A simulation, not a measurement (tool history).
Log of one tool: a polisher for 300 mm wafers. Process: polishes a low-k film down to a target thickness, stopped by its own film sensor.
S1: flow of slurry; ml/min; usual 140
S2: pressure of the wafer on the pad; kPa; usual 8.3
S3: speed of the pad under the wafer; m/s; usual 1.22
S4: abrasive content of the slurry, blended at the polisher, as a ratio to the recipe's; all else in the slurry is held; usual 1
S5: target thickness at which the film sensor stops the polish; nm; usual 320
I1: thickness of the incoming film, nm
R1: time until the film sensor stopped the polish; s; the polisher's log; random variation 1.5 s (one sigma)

run	hour	S1	S2	S3	S4	S5	I1	R1
1	0	110	8.3	1.22	0.8	315	356.4	199.9
2	39	140	8.3	1.22	1	320	359.9	174.6
# hour 60.8: worn pad replaced by a new one
3	108.9	140	10.3	1.22	1	320	363.5	161.4
# hour 161.7: conditioning disc replaced and pad reconditioned
4	162.2	140	9	1.22	0.75	332	356	99.3
5	204.5	105	6.2	1.22	1	320	354	188.2
6	252	140	8.3	1.22	1	320	363.7	187.4
7	310.1	140	8.3	1.22	1.25	320	359.1	159.5
8	373.1	140	5.5	1.22	0.75	320	363.7	278.5
9	425	140	8.3	1.22	1	320	361.9	189.2
# hour 470.2: slurry blender recalibrated
10	489.2	140	8.3	1.22	1	320	360.3	172.9
11	552.3	110	5.5	1.1	1	311	357.6	315.1
# hour 565.6: head pressure recalibrated
# hour 571.1: slurry nozzle cleaned
12	588.5	140	6.9	1.22	1	320	359.6	197.4
# hour 606.1: worn pad replaced by a new one
13	626.9	140	5.5	1.22	1	325	363.9	228.8
# hour 666: conditioning disc replaced and pad reconditioned
14	698.7	140	8.3	0.96	0.85	320	367.4	245.8
15	739.5	140	6.2	1.22	1.2	320	361.6	206.6
16	796.4	140	5.5	1.64	1	320	362.3	195.5
17	851.7	140	8.3	1.38	0.7	320	355.1	152.8
# hour 966: slurry blender recalibrated
18	1017.9	185	5.5	1.22	1	332	361.4	162.9
19	1084.6	140	8.3	1.22	1	320	363.5	190.3
20	1153.2	140	8.3	1.22	1	315	362.6	212.7
# hour 1165.5: worn pad replaced by a new one
21	1207.8	105	6.2	1.22	1	320	352.7	197
# hour 1221.5: conditioning disc replaced and pad reconditioned
22	1269.7	90	7.6	1.62	1	320	359.3	162.5
23	1325	140	10.3	1.34	1	306	353.7	161.2
# hour 1345.4: head pressure recalibrated
24	1392.3	155	8.3	1.22	0.8	320	361.3	193.8

Hidden state or all else? Some run-to-run changes of R1, split into what the settings, what came in and random variation would give without the hidden state, and what is left for the hidden state (with any gauge scatter that isn't in both results):
The hidden state here: removal rate lost through wear of the pad, %; slurry flow missing at the pad, %; deviation of the head's pressure from its setpoint, %; abrasive missing from the slurry, %; time polished since the conditioner stopped cutting, s.
Run 3 -> 4: S2 10.3 -> 9, S4 1 -> 0.75, S5 320 -> 332, conditioning disc replaced and pad reconditioned. R1 -62.1 s: hidden state -13.6, all else -48.5.
Run 7 -> 8: S2 8.3 -> 5.5, S4 1.25 -> 0.75. R1 +119 s: hidden state +13, all else +106.
Run 10 -> 11: S1 140 -> 110, S2 8.3 -> 5.5, S3 1.22 -> 1.1, S5 320 -> 311. R1 +142.2 s: hidden state +6.3, all else +135.9.
